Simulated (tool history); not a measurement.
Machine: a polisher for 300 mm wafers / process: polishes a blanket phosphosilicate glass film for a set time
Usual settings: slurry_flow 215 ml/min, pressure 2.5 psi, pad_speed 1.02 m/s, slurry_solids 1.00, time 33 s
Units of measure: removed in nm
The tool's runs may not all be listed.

run     day  slurry_flow  pressure  pad_speed  slurry_solids  time  incoming thickness of the incoming film, nm  removed
  1   0.000          215       2.5       1.02           1.00    30                                       3484.8    166.3
  2   0.421          215       2.5       1.02           1.05    40                                       3514.2    226.7
  3   0.712          215       2.5       1.02           1.05    40                                       3490.5    224.6
      1.358  -- worn pad replaced by a new one
  4   1.379          215       2.5       1.02           1.05    40                                       3509.0    225.0
  5   1.862          215       2.5       1.02           1.00    25                                       3494.1    138.1
  6   2.496          215       2.5       1.02           1.00    25                                       3457.3    138.1
  7   2.942          215       2.5       1.02           1.00    33                                       3481.0    181.0
  8   3.550          215       2.5       1.02           1.00    33                                       3519.6    180.2
      4.154  -- conditioning disc replaced and pad reconditioned
  9   4.250          215       2.5       1.02           1.00    33                                       3430.0    182.5
 10   4.633          215       2.5       1.02           1.00    33                                       3515.6    179.3
 11   5.242          215       2.5       0.80           1.00    38                                       3475.3    177.2
 12   5.971          215       2.5       1.02           1.00    33                                       3508.3    181.5
      6.808  -- worn pad replaced by a new one
 13   7.396          215       2.5       1.02           1.00    29                                       3509.2    155.6
 14   7.838          250       2.5       1.02           1.00    27                                       3530.9    148.4
 15   8.442          215       2.5       1.02           1.00    33                                       3520.8    178.2
 16   9.104          215       2.5       1.02           1.00    29                                       3522.3    156.1
      9.275  -- head pressure recalibrated
 17   9.362          215       2.5       1.02           1.00    33                                       3483.5    185.0
 18   9.708          215       2.5       1.02           1.00    33                                       3500.5    184.2
 19  10.079          215       2.5       1.16           1.00    33                                       3464.6    204.3
     10.804  -- slurry nozzle cleaned
 20  10.825          215       2.5       1.02           1.00    33                                       3497.8    185.6
     11.867  -- worn pad replaced by a new one
 21  11.888          215       2.5       1.02           1.00    45                                       3503.9    252.6
 22  12.338          215       3.2       1.02           1.25    33                                       3525.2    256.0
     12.567  -- slurry blender recalibrated
 23  12.717          215       1.6       1.24           1.00    33                                       3519.2    137.6
 24  14.842          190       2.5       1.30           1.15    33                                       3478.1    229.1
     15.212  -- conditioning disc replaced and pad reconditioned
 25  15.412          215       2.5       1.02           1.10    33                                       3519.8    191.7
 26  17.067          215       3.0       1.02           1.00    43                                       3484.4    291.3
     17.325  -- worn pad replaced by a new one
 27  17.417          215       1.8       1.02           1.00    33                                       3491.0    134.1

Predict each of these 3 candidate next runs independently; none follows another, all start after run 27:
  A  17.433          215       3.4       1.02           1.00    33                                       3508.5        ?
  B  17.433          265       1.9       1.02           1.10    33                                       3508.5        ?
  C  17.433          215       2.5       1.24           1.15    33                                       3508.5        ?

run  removed
  A    253.5
  B    150.3
  C    226.1
Take away the tool's hidden state, keep each run's random variation, and the runs would have read:
run  removed
  A    254.6
  B    150.9
  C    227.0
